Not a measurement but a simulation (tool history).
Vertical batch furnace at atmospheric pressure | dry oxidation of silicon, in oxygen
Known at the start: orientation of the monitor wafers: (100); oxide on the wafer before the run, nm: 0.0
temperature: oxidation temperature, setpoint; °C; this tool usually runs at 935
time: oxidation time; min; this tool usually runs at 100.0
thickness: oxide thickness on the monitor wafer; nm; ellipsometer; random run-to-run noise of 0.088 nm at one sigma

run	hour	temperature	time	read-back reference wafer on the same gauge, thickness	thickness
1	0.0	935	100.0	37.51	43.67
2	47.6	935	100.0	37.49	43.72
3	115.3	935	100.0	37.52	43.74
4	158.9	935	100.0	37.51	43.73
5	222.1	918	100.0	37.50	36.89
6	284.5	927	100.0	37.50	40.43
7	392.5	927	100.0	37.50	40.26
8	456.7	935	100.0	37.51	43.93
9	504.8	935	100.0	37.49	43.98
10	547.5	916	132.0	37.50	43.79
11	604.6	916	132.0	37.50	44.14
12	646.7	935	100.0	37.53	43.94
13	688.2	950	83.0	37.50	45.44
14	731.4	950	83.0	37.53	45.42
15	785.0	935	100.0	37.53	44.27
16	821.0	935	100.0	37.52	44.17
17	887.9	928	100.0	37.48	41.10
18	925.2	955	100.0	37.48	54.19
19	975.8	951	62.5	37.51	38.04
# hour 1003.9: gauge calibrated
20	1004.5	935	100.0	37.46	44.15
# hour 1038.0: thermocouples replaced and temperature profile calibrated
# hour 1048.4: boat lift adjusted
21	1048.9	950	72.5	37.50	39.85
22	1114.9	913	52.5	37.47	22.17
23	1179.1	914	124.5	37.51	39.78
24	1223.5	920	143.0	37.47	46.67
25	1258.9	921	62.5	37.48	26.88
26	1324.8	960	100.0	37.52	54.96
27	1351.4	913	86.5	37.48	30.89
28	1379.8	916	132.0	37.48	42.53
29	1428.7	935	100.0	37.52	42.46
30	1469.4	912	116.5	37.48	37.37
31	1541.2	935	100.0	37.51	42.52
32	1611.5	935	100.0	37.49	42.59
33	1679.0	954	100.0	37.46	52.09
34	1724.1	921	142.5	37.45	47.51

Below are 3 alternative next runs, each starting from the tool's condition after run 34. Predict each:
A	1728.8	935	100.0	?	?
B	1728.8	945	118.0	?	?
C	1728.8	945	118.5	?	?

run	read-back reference wafer on the same gauge, thickness	thickness
A	37.48	42.65
B	37.48	53.34
C	37.48	53.51
Without the tool's hidden state the same runs would have given:
run	thickness
A	42.25
B	52.84
C	53.01

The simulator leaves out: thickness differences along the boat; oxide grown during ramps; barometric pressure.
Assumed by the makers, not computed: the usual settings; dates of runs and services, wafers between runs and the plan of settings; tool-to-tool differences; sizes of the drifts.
